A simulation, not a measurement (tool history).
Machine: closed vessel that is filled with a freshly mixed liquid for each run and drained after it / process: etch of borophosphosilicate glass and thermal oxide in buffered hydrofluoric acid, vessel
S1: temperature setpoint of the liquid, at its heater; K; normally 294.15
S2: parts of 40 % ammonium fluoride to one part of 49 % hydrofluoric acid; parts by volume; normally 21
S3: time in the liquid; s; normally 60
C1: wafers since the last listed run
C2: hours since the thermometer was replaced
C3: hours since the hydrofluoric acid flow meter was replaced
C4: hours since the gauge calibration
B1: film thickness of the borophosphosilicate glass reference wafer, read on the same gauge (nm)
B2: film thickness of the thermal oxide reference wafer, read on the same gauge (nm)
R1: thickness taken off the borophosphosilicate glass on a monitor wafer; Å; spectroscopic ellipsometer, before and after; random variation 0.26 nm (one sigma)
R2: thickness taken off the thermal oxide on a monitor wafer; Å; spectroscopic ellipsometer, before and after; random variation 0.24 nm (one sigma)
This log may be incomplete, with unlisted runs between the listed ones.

| run | hour | S1 | S2 | S3 | C1 | C2 | C3 | C4 | B1 | B2 | R1 | R2 |
|---|---|---|---|---|---|---|---|---|---|---|---|---|
| 1 | 0 | 294.15 | 23 | 60 | 0 | 45.6 | 143.1 | 1576.2 | 81.62 | 81.59 | 559.5 | 277.4 |
| 2 | 51 | 294.15 | 23 | 60 | 7032 | 96.6 | 194.1 | 1627.2 | 81.65 | 81.61 | 565.3 | 276.3 |
| 3 | 99.8 | 294.15 | 21 | 60 | 6729 | 145.4 | 242.9 | 1676 | 81.68 | 81.68 | 596.4 | 292.1 |
| 4 | 132.1 | 294.15 | 21 | 60 | 4454 | 177.7 | 275.2 | 1708.3 | 81.62 | 81.65 | 596.4 | 293.3 |
| 5 | 199.1 | 290.15 | 21 | 70 | 9239 | 244.7 | 342.2 | 1775.3 | 81.67 | 81.64 | 560.2 | 273.1 |
| 6 | 253.6 | 297.65 | 21 | 70 | 7515 | 299.2 | 396.7 | 1829.8 | 81.64 | 81.68 | 852.9 | 421.5 |
| 7 | 311.7 | 294.15 | 21 | 60 | 8011 | 357.3 | 454.8 | 1887.9 | 81.66 | 81.67 | 598.4 | 297.9 |
| 8 | 372 | 296.65 | 13 | 30 | 8315 | 417.6 | 515.1 | 1948.2 | 81.7 | 81.63 | 544 | 269.3 |
|  | 434.5 | hydrofluoric acid flow meter replaced |
| 9 | 461.8 | 297.65 | 15 | 30 | 12245 | 507.4 | 27.3 | 2038 | 81.7 | 81.71 | 499.5 | 249.7 |
|  | 482 | gauge calibrated |
| 10 | 487.6 | 294.15 | 21 | 60 | 3557 | 533.2 | 53.1 | 5.6 | 79.81 | 79.84 | 584.1 | 287.4 |
| 11 | 514 | 294.15 | 21 | 60 | 3640 | 559.6 | 79.5 | 32 | 79.87 | 79.91 | 578.9 | 292.1 |
| 12 | 560.2 | 295.65 | 21 | 50 | 6370 | 605.8 | 125.7 | 78.2 | 79.95 | 80.01 | 530.2 | 261.8 |
| 13 | 623.5 | 297.65 | 15 | 30 | 8729 | 669.1 | 189 | 141.5 | 80.1 | 80.06 | 484.3 | 239.3 |
| 14 | 655.4 | 291.65 | 16.5 | 80 | 4398 | 701 | 220.9 | 173.4 | 80.15 | 80.14 | 853.3 | 422.3 |
| 15 | 715 | 291.65 | 24.5 | 40 | 8218 | 760.6 | 280.5 | 233 | 80.23 | 80.23 | 306.2 | 151.5 |
| 16 | 741.5 | 290.65 | 21 | 60 | 3654 | 787.1 | 307 | 259.5 | 80.26 | 80.26 | 481.4 | 239.8 |
| 17 | 802.2 | 294.15 | 21 | 60 | 8370 | 847.8 | 367.7 | 320.2 | 80.36 | 80.36 | 589.1 | 290.1 |
| 18 | 841.7 | 294.15 | 21 | 60 | 5447 | 887.3 | 407.2 | 359.7 | 80.43 | 80.44 | 588.1 | 289.4 |
| 19 | 875.7 | 291.15 | 21 | 60 | 4688 | 921.3 | 441.2 | 393.7 | 80.52 | 80.42 | 499.1 | 246.4 |
| 20 | 900.3 | 294.15 | 21 | 80 | 3392 | 945.9 | 465.8 | 418.3 | 80.49 | 80.46 | 784.8 | 391.6 |
|  | 951.3 | thermometer replaced |
| 21 | 959.8 | 294.15 | 16 | 60 | 8067 | 8.5 | 525.3 | 477.8 | 80.58 | 80.57 | 759.7 | 373.1 |
|  | 971.9 | hydrofluoric acid flow meter replaced |
| 22 | 1000.7 | 294.15 | 17.5 | 90 | 5502 | 49.4 | 28.8 | 518.7 | 80.62 | 80.64 | 1051.4 | 525.3 |
| 23 | 1068.3 | 294.15 | 25.5 | 60 | 9322 | 117 | 96.4 | 586.3 | 80.7 | 80.69 | 511 | 261.3 |
| 24 | 1120.5 | 294.15 | 21 | 60 | 7198 | 169.2 | 148.6 | 638.5 | 80.73 | 80.72 | 589.9 | 294.7 |
| 25 | 1155.9 | 298.65 | 14 | 50 | 4881 | 204.6 | 184 | 673.9 | 80.75 | 80.79 | 925.9 | 466.1 |

Take each entry between the runs: how does the hidden state at the last listed run before it differ from the hidden state at the first listed run after it?
Between runs 8 and 9: hydrofluoric acid flow meter replaced (hour 434.5)
  gauge reads high (%): 2.09 -> 2.1
  measured minus no-state result, R1: +11.1 -> +10.3 Å; R2: +5.5 -> +5.1 Å
Between runs 9 and 10: gauge calibrated (hour 482)
  gauge reads high (%): 2.1 -> -0.253
  measured minus no-state result, R1: +10.3 -> -1.5 Å; R2: +5.1 -> -0.7 Å
Between runs 20 and 21: thermometer replaced (hour 951.3)
  gauge reads high (%): 0.639 -> 0.725
  measured minus no-state result, R1: +5 -> +5.5 Å; R2: +2.5 -> +2.7 Å
Between runs 21 and 22: hydrofluoric acid flow meter replaced (hour 971.9)
  gauge reads high (%): 0.725 -> 0.78
  measured minus no-state result, R1: +5.5 -> +8.2 Å; R2: +2.7 -> +4.1 Å

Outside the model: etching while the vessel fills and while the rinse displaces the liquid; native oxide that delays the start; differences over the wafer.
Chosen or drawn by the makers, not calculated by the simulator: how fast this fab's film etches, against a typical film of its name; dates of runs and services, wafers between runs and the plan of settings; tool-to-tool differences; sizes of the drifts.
